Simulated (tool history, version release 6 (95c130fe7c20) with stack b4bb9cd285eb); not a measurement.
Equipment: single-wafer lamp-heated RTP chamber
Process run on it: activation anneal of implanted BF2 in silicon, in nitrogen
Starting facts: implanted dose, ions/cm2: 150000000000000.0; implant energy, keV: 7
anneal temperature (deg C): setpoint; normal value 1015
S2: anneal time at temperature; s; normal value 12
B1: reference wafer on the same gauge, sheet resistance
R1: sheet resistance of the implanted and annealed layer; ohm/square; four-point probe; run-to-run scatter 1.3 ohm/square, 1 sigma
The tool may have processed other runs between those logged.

{"run": 1, "hour": 0.0, "anneal temperature (deg C)": 1015, "S2": 12, "B1": 775.09, "R1": 881.37}
{"run": 2, "hour": 21.1, "anneal temperature (deg C)": 1015, "S2": 12, "B1": 775.43, "R1": 880.54}
{"hour": 40.0, "done": "gauge calibrated"}
{"run": 3, "hour": 42.4, "anneal temperature (deg C)": 1015, "S2": 12, "B1": 775.29, "R1": 880.92}
{"run": 4, "hour": 73.7, "anneal temperature (deg C)": 1015, "S2": 14, "B1": 775.47, "R1": 877.4}
{"run": 5, "hour": 87.5, "anneal temperature (deg C)": 1015, "S2": 17, "B1": 774.83, "R1": 868.47}
{"run": 6, "hour": 100.0, "anneal temperature (deg C)": 1015, "S2": 17, "B1": 775.07, "R1": 868.71}
{"run": 7, "hour": 135.7, "anneal temperature (deg C)": 1015, "S2": 12, "B1": 774.66, "R1": 882.37}
{"run": 8, "hour": 160.2, "anneal temperature (deg C)": 1015, "S2": 12, "B1": 775.51, "R1": 881.58}
{"run": 9, "hour": 178.6, "anneal temperature (deg C)": 1015, "S2": 16, "B1": 775.08, "R1": 870.68}
{"run": 10, "hour": 205.9, "anneal temperature (deg C)": 1015, "S2": 16, "B1": 775.04, "R1": 869.27}
{"run": 11, "hour": 229.1, "anneal temperature (deg C)": 1015, "S2": 16, "B1": 775.07, "R1": 870.49}
{"run": 12, "hour": 249.2, "anneal temperature (deg C)": 1015, "S2": 12, "B1": 775.2, "R1": 879.85}

Expected results for the next run?
{"hour": 267.9, "done": "pyrometer window cleaned and pyrometer calibrated"}
{"run": 13, "hour": 272.4, "anneal temperature (deg C)": 1015, "S2": 18, "B1": "?", "R1": "?"}

{"run 13": {"B1": 774.9, "R1": 873.56}}
If the tool had no hidden condition, the same run with the same run-to-run variation would have returned R1 874.72 ohm/square.

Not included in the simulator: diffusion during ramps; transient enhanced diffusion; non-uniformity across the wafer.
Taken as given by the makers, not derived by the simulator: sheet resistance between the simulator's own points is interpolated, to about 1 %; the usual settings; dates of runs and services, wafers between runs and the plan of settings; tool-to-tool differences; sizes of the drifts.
